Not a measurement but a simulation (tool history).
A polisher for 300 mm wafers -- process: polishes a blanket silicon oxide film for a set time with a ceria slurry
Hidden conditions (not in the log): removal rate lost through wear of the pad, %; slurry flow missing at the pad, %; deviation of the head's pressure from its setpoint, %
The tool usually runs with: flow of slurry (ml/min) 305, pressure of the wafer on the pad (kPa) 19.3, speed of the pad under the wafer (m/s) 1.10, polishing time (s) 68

run,hour,flow of slurry (ml/min),pressure of the wafer on the pad (kPa),speed of the pad under the wafer (m/s),polishing time (s),wafers since the last listed run,wafers polished on this pad,hours since the slurry nozzle was cleaned,hours since the head pressure was calibrated,"incoming thickness of the incoming film, nm",film removed (Å)
1,0.0,305,19.3,1.10,68,0,263,365.8,329.6,1829.5,2514
2,6.1,305,19.3,1.10,68,65,329,371.9,335.7,1803.1,2474
3,18.1,305,19.3,1.10,68,129,458,383.9,347.7,1781.0,2420
4,29.7,305,19.3,1.10,87,124,583,395.5,359.3,1776.8,3076
5,37.6,305,19.3,1.10,87,85,668,403.4,367.2,1805.8,3123
6,43.9,305,16.5,1.02,68,67,736,409.7,373.5,1830.1,1931
7,61.1,305,16.5,1.02,68,185,921,426.9,390.7,1794.8,1929
8,77.2,305,19.3,1.10,68,173,1095,443.0,406.8,1792.9,2344
9,93.1,305,21.4,1.10,58,171,1266,458.9,422.7,1796.0,2248
10,103.5,305,22.8,1.10,68,112,1378,469.3,433.1,1781.2,2810
11,112.6,305,22.8,1.10,68,98,1476,478.4,442.2,1797.2,2759
# hour 116.8: worn pad replaced by a new one
12,123.2,305,19.3,1.10,68,71,69,489.0,452.8,1807.0,2576
13,139.3,305,19.3,1.10,68,173,242,505.1,468.9,1833.2,2535
14,145.4,305,19.3,1.10,68,65,308,511.2,475.0,1792.2,2457
15,173.8,305,19.3,0.96,68,305,614,539.6,503.4,1810.1,2178
16,187.0,305,19.3,0.96,68,142,756,552.8,516.6,1809.7,2143
17,194.0,305,19.3,0.72,68,75,831,559.8,523.6,1801.2,1727
18,210.6,410,13.1,0.92,56,178,1010,576.4,540.2,1784.8,1187
19,228.4,305,19.3,1.10,68,191,1202,594.2,558.0,1821.1,2391
20,237.0,305,19.3,1.10,68,92,1294,602.8,566.6,1800.2,2373
# hour 255.1: worn pad replaced by a new one
# hour 271.7: head pressure recalibrated
21,274.2,245,13.1,0.90,74,336,184,640.0,2.5,1798.3,1591
22,281.5,230,15.9,0.88,58,78,263,647.3,9.8,1797.6,1462
23,322.8,230,17.2,0.90,60,444,707,688.6,51.1,1799.3,1586
24,336.6,305,19.3,1.10,68,148,856,702.4,64.9,1800.9,2445
# hour 348.7: slurry nozzle cleaned
25,349.4,305,19.3,1.10,68,127,983,0.7,77.7,1821.0,2401
26,363.9,305,19.3,1.10,68,156,1139,15.2,92.2,1815.7,2395
27,370.0,305,19.3,1.10,68,65,1205,21.3,98.3,1800.0,2399
28,381.6,305,19.3,1.10,68,124,1330,32.9,109.9,1822.0,2399
# hour 390.2: worn pad replaced by a new one
29,397.3,305,15.9,1.10,68,126,76,48.6,125.6,1828.0,2161
30,413.7,390,21.4,0.74,58,176,252,65.0,142.0,1825.9,1741
31,422.4,305,15.2,0.84,68,93,346,73.7,150.7,1799.8,1569
32,439.4,375,19.3,1.22,89,183,529,90.7,167.7,1808.5,3505
33,449.5,305,13.1,1.36,87,108,638,100.8,177.8,1815.2,2586
34,465.4,220,17.2,1.10,81,171,809,116.7,193.7,1790.6,2490
35,479.7,270,19.3,1.26,51,154,963,131.0,208.0,1799.4,1982
# hour 501.1: worn pad replaced by a new one
36,511.5,305,25.5,1.10,68,299,112,162.8,239.8,1789.8,3325
37,528.4,275,19.3,1.10,68,182,294,179.7,256.7,1823.1,2443

How the hidden state differs across the entries between the runs, from the last listed run before each to the first after it:
From run 11 to run 12: worn pad replaced by a new one (hour 116.8)
  removal rate lost through wear of the pad, %: 11.6 -> 2.66
  measured minus no-state result, film removed (Å): -361 -> -71
From run 20 to run 21: worn pad replaced by a new one (hour 255.1); head pressure recalibrated (hour 271.7)
  removal rate lost through wear of the pad, %: 10.7 -> 4.35
  measured minus no-state result, film removed (Å): -285 -> -72
From run 24 to run 25: slurry nozzle cleaned (hour 348.7)
  removal rate lost through wear of the pad, %: 9.28 -> 9.65
  measured minus no-state result, film removed (Å): -250 -> -256
From run 28 to run 29: worn pad replaced by a new one (hour 390.2)
  removal rate lost through wear of the pad, %: 10.2 -> 2.83
  measured minus no-state result, film removed (Å): -272 -> -63
From run 35 to run 36: worn pad replaced by a new one (hour 501.1)
  removal rate lost through wear of the pad, %: 10.2 -> 3.83
  measured minus no-state result, film removed (Å): -224 -> -132
